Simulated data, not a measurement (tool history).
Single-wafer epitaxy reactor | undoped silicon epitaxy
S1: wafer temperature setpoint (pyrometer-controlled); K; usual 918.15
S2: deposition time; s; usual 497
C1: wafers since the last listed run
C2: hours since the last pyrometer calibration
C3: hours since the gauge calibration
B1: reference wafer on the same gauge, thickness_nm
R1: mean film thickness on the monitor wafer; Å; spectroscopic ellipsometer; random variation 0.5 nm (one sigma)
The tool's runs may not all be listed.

| run | hour | S1 | S2 | C1 | C2 | C3 | B1 | R1 |
|---|---|---|---|---|---|---|---|---|
| 1 | 0 | 925.15 | 497 | 0 | 2127.8 | 843.2 | 102.802 | 1074.77 |
| 2 | 38.6 | 918.15 | 542 | 132 | 2166.4 | 881.8 | 102.707 | 1001.24 |
| 3 | 101.4 | 918.15 | 542 | 215 | 2229.2 | 944.6 | 102.626 | 997.53 |
| 4 | 140.5 | 918.15 | 542 | 134 | 2268.3 | 983.7 | 102.746 | 988.79 |
| 5 | 284.5 | 918.15 | 497 | 493 | 2412.3 | 1127.7 | 102.688 | 907.19 |
| 6 | 335.6 | 930.15 | 497 | 175 | 2463.4 | 1178.8 | 102.603 | 1234.92 |
| 7 | 398.4 | 930.15 | 497 | 215 | 2526.2 | 1241.6 | 102.791 | 1222.55 |
| 8 | 454.9 | 918.15 | 497 | 193 | 2582.7 | 1298.1 | 102.522 | 932.05 |
| 9 | 499.8 | 918.15 | 497 | 153 | 2627.6 | 1343 | 102.772 | 924.14 |
|  | 555.1 | gauge calibrated |
| 10 | 630 | 918.15 | 497 | 446 | 2757.8 | 74.9 | 102.683 | 925.48 |
| 11 | 659.1 | 918.15 | 497 | 99 | 2786.9 | 104 | 102.583 | 930.06 |
| 12 | 710.9 | 918.15 | 497 | 177 | 2838.7 | 155.8 | 102.705 | 931.86 |
|  | 756.2 | pyrometer calibrated |
| 13 | 761 | 923.15 | 555 | 144 | 4.8 | 205.9 | 102.644 | 1105.59 |
| 14 | 828.9 | 918.15 | 497 | 232 | 72.7 | 273.8 | 102.821 | 872.76 |
| 15 | 889 | 923.15 | 417 | 206 | 132.8 | 333.9 | 102.555 | 831.64 |
| 16 | 937.1 | 903.15 | 454 | 164 | 180.9 | 382 | 102.83 | 537.74 |
| 17 | 1077.7 | 905.15 | 428 | 481 | 321.5 | 522.6 | 102.923 | 540.1 |
| 18 | 1114.2 | 918.15 | 497 | 125 | 358 | 559.1 | 102.915 | 883.62 |
| 19 | 1161.5 | 914.15 | 412 | 162 | 405.3 | 606.4 | 102.593 | 659 |
| 20 | 1211.6 | 927.15 | 433 | 171 | 455.4 | 656.5 | 102.67 | 950.24 |
| 21 | 1256.2 | 918.15 | 497 | 152 | 500 | 701.1 | 102.564 | 877.79 |
| 22 | 1287.9 | 905.15 | 439 | 108 | 531.7 | 732.8 | 102.722 | 562.1 |
| 23 | 1351.7 | 918.15 | 497 | 218 | 595.5 | 796.6 | 102.525 | 881.91 |

3 ways to go on from here, each from the tool as it stands after run 23. What would each give?
| A | 1352.2 | 918.15 | 497 | 1 | 596 | 797.1 | ? | ? |
| B | 1352.2 | 904.15 | 548 | 1 | 596 | 797.1 | ? | ? |
| C | 1352.2 | 912.15 | 471 | 1 | 596 | 797.1 | ? | ? |

| run | B1 | R1 |
|---|---|---|
| A | 102.532 | 884.52 |
| B | 102.532 | 682.44 |
| C | 102.532 | 720.41 |
Without the tool's hidden state the same runs would have given:
| run | R1 |
|---|---|
| A | 867.38 |
| B | 668.75 |
| C | 706.24 |

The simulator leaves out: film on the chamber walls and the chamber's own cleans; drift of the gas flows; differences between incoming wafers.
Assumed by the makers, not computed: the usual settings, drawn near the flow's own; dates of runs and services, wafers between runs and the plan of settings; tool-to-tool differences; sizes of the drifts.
